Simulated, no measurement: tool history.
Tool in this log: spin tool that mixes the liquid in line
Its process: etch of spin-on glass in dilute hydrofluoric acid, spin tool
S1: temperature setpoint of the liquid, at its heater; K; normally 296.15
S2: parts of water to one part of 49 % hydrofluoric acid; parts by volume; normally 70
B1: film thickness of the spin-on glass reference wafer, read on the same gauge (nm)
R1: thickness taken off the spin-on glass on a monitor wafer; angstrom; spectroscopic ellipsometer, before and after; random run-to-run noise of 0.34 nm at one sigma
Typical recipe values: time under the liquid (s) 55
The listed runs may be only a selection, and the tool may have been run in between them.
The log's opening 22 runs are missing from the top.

Run 23, hour 547.7: usual settings but S1 298.15 K, S2 50 parts by volume; B1 120.00. Result: R1 851.2 angstrom.
Run 24, hour 563.9: usual settings but time under the liquid (s) 30; B1 120.00. Result: R1 297.2 angstrom.
Run 25, hour 579.7: usual settings but S1 292.15 K, S2 50 parts by volume, time under the liquid (s) 45; B1 120.00. Result: R1 540.0 angstrom.
At hour 586.2: thermometer replaced.
At hour 594.9: hydrofluoric acid flow meter replaced.
Run 26, hour 613.9: usual settings; B1 120.01. Result: R1 497.2 angstrom.
Run 27, hour 645.9: usual settings but S1 300.65 K; B1 120.01. Result: R1 595.3 angstrom.
At hour 658.7: gauge calibrated.
At hour 709.8: hydrofluoric acid flow meter replaced, repeated, since the last time left the tool worse.
Run 28, hour 748.6: usual settings but S1 299.65 K, S2 55 parts by volume; B1 120.01. Result: R1 885.9 angstrom.
Run 29, hour 766.0: usual settings; B1 119.99. Result: R1 598.4 angstrom.
Run 30, hour 781.9: usual settings but S1 301.15 K, S2 45 parts by volume, time under the liquid (s) 35; B1 119.99. Result: R1 744.4 angstrom.
Run 31, hour 807.0: usual settings; B1 120.00. Result: R1 599.8 angstrom.
Run 32, hour 821.1: usual settings but S1 293.15 K, time under the liquid (s) 30; B1 120.01. Result: R1 286.4 angstrom.
Run 33, hour 848.3: usual settings; B1 120.01. Result: R1 597.0 angstrom.
Run 34, hour 881.4: usual settings but S1 298.15 K, S2 60 parts by volume, time under the liquid (s) 45; B1 119.99. Result: R1 619.7 angstrom.

Branching from run 34: 4 alternative next runs. What would each branch give?
Run A, hour 881.8: usual settings but S1 293.15 K; B1 ?. Result: R1 ?.
Run B, hour 881.8: usual settings but S1 301.15 K, S2 60 parts by volume; B1 ?. Result: R1 ?.
Run C, hour 881.8: usual settings but S1 294.15 K, S2 105 parts by volume, time under the liquid (s) 65; B1 ?. Result: R1 ?.
Run D, hour 881.8: usual settings but S1 297.65 K, S2 50 parts by volume, time under the liquid (s) 35; B1 ?. Result: R1 ?.

run      B1     R1
  A  119.99  526.1
  B  119.99  861.0
  C  119.99  414.7
  D  119.99  579.2
With the hidden condition removed and each run's random variation left untouched, the same runs would have given:
run     R1
  A  532.5
  B  871.4
  C  419.9
  D  586.1

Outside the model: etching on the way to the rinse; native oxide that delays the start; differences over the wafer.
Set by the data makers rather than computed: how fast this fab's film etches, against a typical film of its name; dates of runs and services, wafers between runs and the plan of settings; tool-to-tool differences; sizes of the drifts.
